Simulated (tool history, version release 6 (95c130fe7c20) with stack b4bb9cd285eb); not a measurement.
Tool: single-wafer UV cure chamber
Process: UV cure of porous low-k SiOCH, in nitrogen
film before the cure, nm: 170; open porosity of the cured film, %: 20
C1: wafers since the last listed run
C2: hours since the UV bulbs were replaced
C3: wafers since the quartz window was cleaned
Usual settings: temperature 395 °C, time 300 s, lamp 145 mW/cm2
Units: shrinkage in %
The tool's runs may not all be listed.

{"run": 1, "hour": 0.0, "temperature": 395, "time": 300, "lamp": 145, "C1": 0, "C2": 1808.2, "C3": 331, "shrinkage": 15.811}
{"run": 2, "hour": 68.9, "temperature": 395, "time": 300, "lamp": 145, "C1": 534, "C2": 1877.1, "C3": 865, "shrinkage": 14.931}
{"run": 3, "hour": 149.4, "temperature": 395, "time": 300, "lamp": 145, "C1": 624, "C2": 1957.6, "C3": 1490, "shrinkage": 14.84}
{"run": 4, "hour": 205.3, "temperature": 395, "time": 300, "lamp": 145, "C1": 433, "C2": 2013.5, "C3": 1924, "shrinkage": 14.871}
{"run": 5, "hour": 273.5, "temperature": 395, "time": 300, "lamp": 145, "C1": 529, "C2": 2081.7, "C3": 2453, "shrinkage": 14.834}
{"run": 6, "hour": 316.5, "temperature": 395, "time": 300, "lamp": 145, "C1": 333, "C2": 2124.7, "C3": 2787, "shrinkage": 14.463}
{"run": 7, "hour": 391.2, "temperature": 395, "time": 300, "lamp": 145, "C1": 579, "C2": 2199.4, "C3": 3367, "shrinkage": 14.965}
{"hour": 418.0, "done": "quartz window cleaned"}
{"run": 8, "hour": 451.8, "temperature": 395, "time": 300, "lamp": 145, "C1": 408, "C2": 2260.0, "C3": 261, "shrinkage": 15.235}
{"run": 9, "hour": 553.2, "temperature": 395, "time": 300, "lamp": 145, "C1": 786, "C2": 2361.4, "C3": 1048, "shrinkage": 14.483}
{"run": 10, "hour": 602.8, "temperature": 395, "time": 300, "lamp": 145, "C1": 384, "C2": 2411.0, "C3": 1433, "shrinkage": 14.663}
{"run": 11, "hour": 666.9, "temperature": 395, "time": 300, "lamp": 145, "C1": 497, "C2": 2475.1, "C3": 1931, "shrinkage": 15.263}
{"run": 12, "hour": 705.9, "temperature": 395, "time": 300, "lamp": 145, "C1": 302, "C2": 2514.1, "C3": 2233, "shrinkage": 14.765}
{"run": 13, "hour": 787.2, "temperature": 395, "time": 300, "lamp": 145, "C1": 630, "C2": 2595.4, "C3": 2864, "shrinkage": 14.694}
{"hour": 881.6, "done": "UV bulbs replaced"}
{"run": 14, "hour": 882.1, "temperature": 395, "time": 300, "lamp": 145, "C1": 674, "C2": 0.5, "C3": 3539, "shrinkage": 14.4}
{"hour": 896.9, "done": "quartz window cleaned"}
{"run": 15, "hour": 923.0, "temperature": 395, "time": 300, "lamp": 145, "C1": 255, "C2": 41.4, "C3": 202, "shrinkage": 15.346}
{"run": 16, "hour": 1017.1, "temperature": 395, "time": 300, "lamp": 145, "C1": 730, "C2": 135.5, "C3": 932, "shrinkage": 15.519}
{"run": 17, "hour": 1057.2, "temperature": 395, "time": 300, "lamp": 158, "C1": 311, "C2": 175.6, "C3": 1244, "shrinkage": 15.683}
{"run": 18, "hour": 1157.3, "temperature": 376, "time": 165, "lamp": 106, "C1": 776, "C2": 275.7, "C3": 2020, "shrinkage": 10.207}
{"run": 19, "hour": 1253.4, "temperature": 384, "time": 220, "lamp": 161, "C1": 745, "C2": 371.8, "C3": 2766, "shrinkage": 13.852}
{"run": 20, "hour": 1290.4, "temperature": 389, "time": 300, "lamp": 145, "C1": 287, "C2": 408.8, "C3": 3053, "shrinkage": 14.863}
{"run": 21, "hour": 1327.2, "temperature": 395, "time": 240, "lamp": 169, "C1": 285, "C2": 445.6, "C3": 3339, "shrinkage": 14.506}
{"hour": 1358.3, "done": "quartz window cleaned"}
{"run": 22, "hour": 1417.7, "temperature": 395, "time": 300, "lamp": 145, "C1": 640, "C2": 536.1, "C3": 460, "shrinkage": 15.552}
{"run": 23, "hour": 1467.3, "temperature": 395, "time": 300, "lamp": 145, "C1": 384, "C2": 585.7, "C3": 845, "shrinkage": 15.475}
{"run": 24, "hour": 1555.0, "temperature": 400, "time": 385, "lamp": 117, "C1": 680, "C2": 673.4, "C3": 1526, "shrinkage": 15.471}
{"run": 25, "hour": 1654.5, "temperature": 408, "time": 300, "lamp": 169, "C1": 772, "C2": 772.9, "C3": 2298, "shrinkage": 15.93}
{"run": 26, "hour": 1718.7, "temperature": 401, "time": 380, "lamp": 179, "C1": 498, "C2": 837.1, "C3": 2796, "shrinkage": 17.377}
{"hour": 1787.0, "done": "quartz window cleaned"}
{"run": 27, "hour": 1787.5, "temperature": 395, "time": 300, "lamp": 145, "C1": 471, "C2": 905.9, "C3": 3, "shrinkage": 15.623}
{"run": 28, "hour": 1847.7, "temperature": 395, "time": 165, "lamp": 157, "C1": 467, "C2": 966.1, "C3": 470, "shrinkage": 12.7}
{"run": 29, "hour": 1917.4, "temperature": 395, "time": 300, "lamp": 123, "C1": 540, "C2": 1035.8, "C3": 1011, "shrinkage": 14.285}
{"run": 30, "hour": 1960.4, "temperature": 376, "time": 300, "lamp": 145, "C1": 333, "C2": 1078.8, "C3": 1345, "shrinkage": 14.547}
{"run": 31, "hour": 2031.4, "temperature": 410, "time": 355, "lamp": 126, "C1": 551, "C2": 1149.8, "C3": 1896, "shrinkage": 15.685}

Forecast each of these 5 alternatives for the next run:
{"run": "A", "hour": 2031.8, "temperature": 395, "time": 300, "lamp": 145, "C1": 3, "C2": 1150.2, "C3": 1899, "shrinkage": "?"}
{"run": "B", "hour": 2031.8, "temperature": 401, "time": 180, "lamp": 145, "C1": 3, "C2": 1150.2, "C3": 1899, "shrinkage": "?"}
{"run": "C", "hour": 2031.8, "temperature": 388, "time": 300, "lamp": 125, "C1": 3, "C2": 1150.2, "C3": 1899, "shrinkage": "?"}
{"run": "D", "hour": 2031.8, "temperature": 395, "time": 210, "lamp": 145, "C1": 3, "C2": 1150.2, "C3": 1899, "shrinkage": "?"}
{"run": "E", "hour": 2031.8, "temperature": 408, "time": 180, "lamp": 110, "C1": 3, "C2": 1150.2, "C3": 1899, "shrinkage": "?"}

run=A shrinkage=14.965
run=B shrinkage=12.576
run=C shrinkage=14.092
run=D shrinkage=13.208
run=E shrinkage=11.398
Without the tool's hidden state the same runs would have given:
run=A shrinkage=15.969
run=B shrinkage=13.547
run=C shrinkage=15.087
run=D shrinkage=14.190
run=E shrinkage=12.341
